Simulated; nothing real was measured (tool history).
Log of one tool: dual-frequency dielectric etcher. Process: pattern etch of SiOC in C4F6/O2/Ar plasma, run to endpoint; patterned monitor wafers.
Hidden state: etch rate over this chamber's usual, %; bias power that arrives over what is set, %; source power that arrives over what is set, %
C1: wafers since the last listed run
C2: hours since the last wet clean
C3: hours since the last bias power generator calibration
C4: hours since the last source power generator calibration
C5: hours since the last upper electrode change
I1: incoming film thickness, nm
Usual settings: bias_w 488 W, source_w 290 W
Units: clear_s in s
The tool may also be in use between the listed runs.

{"run": 1, "hour": 0.0, "bias_w": 488, "source_w": 290, "C1": 0, "C2": 243.6, "C3": 1383.3, "C4": 1647.4, "C5": 4025.6, "I1": 28.71, "clear_s": 11.4}
{"run": 2, "hour": 49.3, "bias_w": 488, "source_w": 290, "C1": 774, "C2": 292.9, "C3": 1432.6, "C4": 1696.7, "C5": 4074.9, "I1": 28.55, "clear_s": 11.4}
{"run": 3, "hour": 111.5, "bias_w": 516, "source_w": 290, "C1": 977, "C2": 355.1, "C3": 1494.8, "C4": 1758.9, "C5": 4137.1, "I1": 28.64, "clear_s": 11.2}
{"run": 4, "hour": 136.4, "bias_w": 516, "source_w": 290, "C1": 391, "C2": 380, "C3": 1519.7, "C4": 1783.8, "C5": 4162, "I1": 28.55, "clear_s": 11.2}
{"run": 5, "hour": 164.7, "bias_w": 488, "source_w": 290, "C1": 444, "C2": 408.3, "C3": 1548, "C4": 1812.1, "C5": 4190.3, "I1": 28.52, "clear_s": 11.5}
{"hour": 189.0, "done": "wet clean of the chamber"}
{"hour": 241.7, "done": "upper electrode replaced"}
{"run": 6, "hour": 242.2, "bias_w": 488, "source_w": 290, "C1": 463, "C2": 53.2, "C3": 1625.5, "C4": 1889.6, "C5": 0.5, "I1": 28.56, "clear_s": 11.3}
{"run": 7, "hour": 295.8, "bias_w": 488, "source_w": 320, "C1": 842, "C2": 106.8, "C3": 1679.1, "C4": 1943.2, "C5": 54.1, "I1": 28.88, "clear_s": 11.1}
{"run": 8, "hour": 340.7, "bias_w": 556, "source_w": 290, "C1": 705, "C2": 151.7, "C3": 1724, "C4": 1988.1, "C5": 99, "I1": 28.5, "clear_s": 10.5}
{"hour": 351.4, "done": "source power generator calibrated"}
{"hour": 355.4, "done": "bias power generator calibrated"}
{"run": 9, "hour": 379.3, "bias_w": 400, "source_w": 310, "C1": 480, "C2": 190.3, "C3": 23.9, "C4": 27.9, "C5": 137.6, "I1": 28.71, "clear_s": 12.2}
{"run": 10, "hour": 445.5, "bias_w": 541, "source_w": 320, "C1": 1040, "C2": 256.5, "C3": 90.1, "C4": 94.1, "C5": 203.8, "I1": 28.62, "clear_s": 10.3}
{"run": 11, "hour": 481.8, "bias_w": 454, "source_w": 330, "C1": 570, "C2": 292.8, "C3": 126.4, "C4": 130.4, "C5": 240.1, "I1": 29.13, "clear_s": 11.4}
{"run": 12, "hour": 534.0, "bias_w": 394, "source_w": 290, "C1": 820, "C2": 345, "C3": 178.6, "C4": 182.6, "C5": 292.3, "I1": 28.68, "clear_s": 12.7}
{"run": 13, "hour": 578.0, "bias_w": 488, "source_w": 290, "C1": 691, "C2": 389, "C3": 222.6, "C4": 226.6, "C5": 336.3, "I1": 28.94, "clear_s": 11.4}
{"hour": 621.7, "done": "wet clean of the chamber"}
{"run": 14, "hour": 622.2, "bias_w": 379, "source_w": 260, "C1": 317, "C2": 0.5, "C3": 266.8, "C4": 270.8, "C5": 380.5, "I1": 28.57, "clear_s": 13.2}

Forecast each of these 4 alternatives for the next run:
{"run": "A", "hour": 622.6, "bias_w": 488, "source_w": 350, "C1": 6, "C2": 0.9, "C3": 267.2, "C4": 271.2, "C5": 380.9, "I1": 28.75, "clear_s": "?"}
{"run": "B", "hour": 622.6, "bias_w": 406, "source_w": 330, "C1": 6, "C2": 0.9, "C3": 267.2, "C4": 271.2, "C5": 380.9, "I1": 28.75, "clear_s": "?"}
{"run": "C", "hour": 622.6, "bias_w": 579, "source_w": 230, "C1": 6, "C2": 0.9, "C3": 267.2, "C4": 271.2, "C5": 380.9, "I1": 28.75, "clear_s": "?"}
{"run": "D", "hour": 622.6, "bias_w": 407, "source_w": 260, "C1": 6, "C2": 0.9, "C3": 267.2, "C4": 271.2, "C5": 380.9, "I1": 28.75, "clear_s": "?"}

run=A clear_s=10.5
run=B clear_s=11.9
run=C clear_s=10.8
run=D clear_s=12.7
Without the tool's hidden state the same runs would have given:
run=A clear_s=10.4
run=B clear_s=11.8
run=C clear_s=10.7
run=D clear_s=12.6
